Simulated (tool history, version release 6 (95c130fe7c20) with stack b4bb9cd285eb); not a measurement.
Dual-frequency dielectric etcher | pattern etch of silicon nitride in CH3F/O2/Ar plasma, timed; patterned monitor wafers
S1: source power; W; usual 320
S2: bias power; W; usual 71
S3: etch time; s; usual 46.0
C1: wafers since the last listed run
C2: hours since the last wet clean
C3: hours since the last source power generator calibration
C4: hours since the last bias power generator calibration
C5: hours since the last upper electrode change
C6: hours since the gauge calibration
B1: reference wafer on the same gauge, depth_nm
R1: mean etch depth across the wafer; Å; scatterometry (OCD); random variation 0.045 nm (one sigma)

run    hour   S1  S2    S3    C1     C2      C3      C4      C5      C6     B1     R1
  1     0.0  320  71  46.0     0  220.7  3932.3  3303.3  3026.8   213.4  27.70  302.7
      162.6  -- wet clean of the chamber
  2   163.1  320  71  46.0  2868    0.5  4095.4  3466.4  3189.9   376.5  27.70  298.6
  3   242.3  320  71  46.0  1633   79.7  4174.6  3545.6  3269.1   455.7  27.70  300.1
  4   340.4  290  71  46.0  2023  177.8  4272.7  3643.7  3367.2   553.8  27.71  294.1
  5   396.0  290  71  46.0  1146  233.4  4328.3  3699.3  3422.8   609.4  27.70  292.9
  6   469.5  290  71  46.0  1515  306.9  4401.8  3772.8  3496.3   682.9  27.70  294.8
      540.5  -- wet clean of the chamber
  7   541.0  320  71  46.0   979    0.5  4473.3  3844.3  3567.8   754.4  27.70  299.5
      556.7  -- source power generator calibrated
  8   568.1  320  71  46.0   476   27.6    11.4  3871.4  3594.9   781.5  27.70  299.6
      627.2  -- bias power generator calibrated
  9   665.7  320  77  46.0  1930  125.2   109.0    38.5  3692.5   879.1  27.69  306.0
      744.2  -- upper electrode replaced
 10   744.7  320  71  46.0  1134  204.2   188.0   117.5     0.5   958.1  27.70  302.1
 11   789.8  280  57  54.0   930  249.3   233.1   162.6    45.6  1003.2  27.71  323.7
      858.4  -- wet clean of the chamber
 12   872.7  370  63  52.0  1214   14.3   316.0   245.5   128.5  1086.1  27.71  341.6
      884.3  -- gauge calibrated
 13   977.9  320  71  46.0  2169  119.5   421.2   350.7   233.7    93.6  27.70  299.5
 14  1060.8  360  58  46.0  1709  202.4   504.1   433.6   316.6   176.5  27.70  295.5
 15  1128.9  380  85  59.0  1404  270.5   572.2   501.7   384.7   244.6  27.71  424.5
 16  1198.5  320  57  42.5  1435  340.1   641.8   571.3   454.3   314.2  27.70  263.8

4 ways to go on from here, each from the tool as it stands after run 16. What would each give?
  A  1198.9  270  71  46.0   8  340.5  642.2  571.7  454.7  314.6   ?   ?
  B  1198.9  390  87  36.0   8  340.5  642.2  571.7  454.7  314.6   ?   ?
  C  1198.9  290  87  35.5   8  340.5  642.2  571.7  454.7  314.6   ?   ?
  D  1198.9  320  88  46.0   8  340.5  642.2  571.7  454.7  314.6   ?   ?

run     B1     R1
  A  27.70  289.8
  B  27.70  263.8
  C  27.70  240.4
  D  27.70  320.5
Without the tool's hidden state the same runs would have given:
run     R1
  A  287.3
  B  261.6
  C  238.3
  D  317.7
